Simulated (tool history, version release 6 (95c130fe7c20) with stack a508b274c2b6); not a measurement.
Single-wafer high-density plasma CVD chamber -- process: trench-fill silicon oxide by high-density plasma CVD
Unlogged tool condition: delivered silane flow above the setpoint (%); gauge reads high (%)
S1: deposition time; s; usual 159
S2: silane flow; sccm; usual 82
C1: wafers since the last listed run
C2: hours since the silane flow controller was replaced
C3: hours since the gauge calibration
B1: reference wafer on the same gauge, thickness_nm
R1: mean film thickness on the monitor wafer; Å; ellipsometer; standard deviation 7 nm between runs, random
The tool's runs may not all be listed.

run 1 hour=0 | S1=159 S2=75 | C1=0 C2=1082.8 C3=32.1 | B1=1630.028 | R1=12744.35
run 2 hour=18.3 | S1=159 S2=75 | C1=184 C2=1101.1 C3=50.4 | B1=1628.439 | R1=12783.35
run 3 hour=46.5 | S1=159 S2=82 | C1=283 C2=1129.3 C3=78.6 | B1=1628.205 | R1=13914.5
run 4 hour=63.9 | S1=159 S2=82 | C1=175 C2=1146.7 C3=96 | B1=1629.731 | R1=13983.93
run 5 hour=94.5 | S1=147 S2=82 | C1=307 C2=1177.3 C3=126.6 | B1=1630.038 | R1=12841.24
run 6 hour=118.6 | S1=147 S2=82 | C1=242 C2=1201.4 C3=150.7 | B1=1630.72 | R1=12765.07
run 7 hour=154.2 | S1=159 S2=82 | C1=358 C2=1237 C3=186.3 | B1=1630.43 | R1=13781.04
run 8 hour=243.9 | S1=159 S2=82 | C1=902 C2=1326.7 C3=276 | B1=1631.31 | R1=13874.51
run 9 hour=257.3 | S1=159 S2=82 | C1=134 C2=1340.1 C3=289.4 | B1=1629.217 | R1=13625.12
run 10 hour=279.9 | S1=159 S2=82 | C1=227 C2=1362.7 C3=312 | B1=1628.682 | R1=13720.24
run 11 hour=303 | S1=159 S2=82 | C1=232 C2=1385.8 C3=335.1 | B1=1629.763 | R1=13809.48
run 12 hour=321.8 | S1=159 S2=82 | C1=189 C2=1404.6 C3=353.9 | B1=1629.603 | R1=13747.87
run 13 hour=350.8 | S1=159 S2=82 | C1=291 C2=1433.6 C3=382.9 | B1=1630.384 | R1=13757.46
-- hour=368.4 silane flow controller replaced
run 14 hour=375.8 | S1=180 S2=82 | C1=171 C2=7.4 C3=407.9 | B1=1629.656 | R1=14859.67
run 15 hour=405.5 | S1=159 S2=82 | C1=298 C2=37.1 C3=437.6 | B1=1628.981 | R1=13209.82
run 16 hour=441.1 | S1=147 S2=82 | C1=358 C2=72.7 C3=473.2 | B1=1629.804 | R1=12177.18
run 17 hour=468.9 | S1=182 S2=82 | C1=279 C2=100.5 C3=501 | B1=1630.516 | R1=15058.29
-- hour=495.1 gauge calibrated
run 18 hour=498.5 | S1=185 S2=82 | C1=297 C2=130.1 C3=3.4 | B1=1628.414 | R1=15142.6
run 19 hour=532.4 | S1=151 S2=94 | C1=341 C2=164 C3=37.3 | B1=1631.628 | R1=14181.65
-- hour=540.4 silane flow controller replaced, repeated, since the last time left the tool worse
run 20 hour=546.6 | S1=130 S2=70 | C1=62 C2=6.2 C3=51.5 | B1=1628.304 | R1=9874.03
run 21 hour=561.2 | S1=159 S2=92 | C1=146 C2=20.8 C3=66.1 | B1=1628.961 | R1=16017.29
run 22 hour=594.1 | S1=149 S2=96 | C1=331 C2=53.7 C3=99 | B1=1630.502 | R1=15707.5
run 23 hour=621.8 | S1=142 S2=91 | C1=278 C2=81.4 C3=126.7 | B1=1628.679 | R1=14181.38
run 24 hour=654.3 | S1=159 S2=82 | C1=327 C2=113.9 C3=159.2 | B1=1628.522 | R1=14286.77
run 25 hour=676.4 | S1=143 S2=73 | C1=222 C2=136 C3=181.3 | B1=1630.309 | R1=11292.78
run 26 hour=693.9 | S1=183 S2=94 | C1=176 C2=153.5 C3=198.8 | B1=1631.17 | R1=18627.13

Below are 5 alternative next runs, each starting from the tool's condition after run 26. Predict each:
run A hour=694.3 | S1=159 S2=82 | C1=4 C2=153.9 C3=199.2 | B1=? | R1=?
run B hour=694.3 | S1=182 S2=93 | C1=4 C2=153.9 C3=199.2 | B1=? | R1=?
run C hour=694.3 | S1=132 S2=70 | C1=4 C2=153.9 C3=199.2 | B1=? | R1=?
run D hour=694.3 | S1=134 S2=88 | C1=4 C2=153.9 C3=199.2 | B1=? | R1=?
run E hour=694.3 | S1=134 S2=82 | C1=4 C2=153.9 C3=199.2 | B1=? | R1=?

run=A B1=1631.338 R1=14222.13
run=B B1=1631.338 R1=18463.24
run=C B1=1631.338 R1=10079.19
run=D B1=1631.338 R1=12862.97
run=E B1=1631.338 R1=11985.95
Take away the tool's hidden state, keep each run's random variation, and the runs would have read:
run=A R1=14219.53
run=B R1=18459.87
run=C R1=10077.35
run=D R1=12860.61
run=E R1=11983.75
